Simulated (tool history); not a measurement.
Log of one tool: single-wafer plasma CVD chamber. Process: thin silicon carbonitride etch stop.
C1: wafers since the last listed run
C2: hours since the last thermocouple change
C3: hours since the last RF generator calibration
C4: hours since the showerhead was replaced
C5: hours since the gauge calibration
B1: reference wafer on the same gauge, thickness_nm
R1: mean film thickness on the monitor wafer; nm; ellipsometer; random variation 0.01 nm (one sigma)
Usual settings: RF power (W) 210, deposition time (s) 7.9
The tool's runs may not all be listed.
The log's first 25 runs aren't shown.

-- hour=1155.1 thermocouple changed; heater temperature recalibrated
run 26 hour=1173 | RF_power_(W)=210 deposition_time_(s)=7.9 | C1=1278 C2=17.9 C3=820.1 C4=568.6 C5=965.9 | B1=4.97 | R1=4.183
run 27 hour=1240.5 | RF_power_(W)=225 deposition_time_(s)=6.35 | C1=1793 C2=85.4 C3=887.6 C4=636.1 C5=1033.4 | B1=4.97 | R1=3.396
run 28 hour=1277 | RF_power_(W)=225 deposition_time_(s)=8.51 | C1=969 C2=121.9 C3=924.1 C4=672.6 C5=1069.9 | B1=4.971 | R1=4.538
run 29 hour=1328.9 | RF_power_(W)=210 deposition_time_(s)=7.9 | C1=1379 C2=173.8 C3=976 C4=724.5 C5=1121.8 | B1=4.967 | R1=4.162
run 30 hour=1361.2 | RF_power_(W)=185 deposition_time_(s)=9.09 | C1=858 C2=206.1 C3=1008.3 C4=756.8 C5=1154.1 | B1=4.97 | R1=4.693
run 31 hour=1405.5 | RF_power_(W)=210 deposition_time_(s)=8.78 | C1=1177 C2=250.4 C3=1052.6 C4=801.1 C5=1198.4 | B1=4.97 | R1=4.635
run 32 hour=1437.9 | RF_power_(W)=210 deposition_time_(s)=7.9 | C1=860 C2=282.8 C3=1085 C4=833.5 C5=1230.8 | B1=4.97 | R1=4.17
run 33 hour=1464 | RF_power_(W)=180 deposition_time_(s)=8.89 | C1=693 C2=308.9 C3=1111.1 C4=859.6 C5=1256.9 | B1=4.973 | R1=4.573
run 34 hour=1494.1 | RF_power_(W)=235 deposition_time_(s)=7.9 | C1=799 C2=339 C3=1141.2 C4=889.7 C5=1287 | B1=4.971 | R1=4.24
run 35 hour=1541.2 | RF_power_(W)=250 deposition_time_(s)=7.9 | C1=1251 C2=386.1 C3=1188.3 C4=936.8 C5=1334.1 | B1=4.973 | R1=4.277

Forecast run 36:
run 36 hour=1611.5 | RF_power_(W)=210 deposition_time_(s)=7.9 | C1=1868 C2=456.4 C3=1258.6 C4=1007.1 C5=1404.4 | B1=? | R1=?

Run 36 gave B1 4.968, R1 4.161 nm.
Without the tool's hidden state the same run would have given R1 4.209 nm.

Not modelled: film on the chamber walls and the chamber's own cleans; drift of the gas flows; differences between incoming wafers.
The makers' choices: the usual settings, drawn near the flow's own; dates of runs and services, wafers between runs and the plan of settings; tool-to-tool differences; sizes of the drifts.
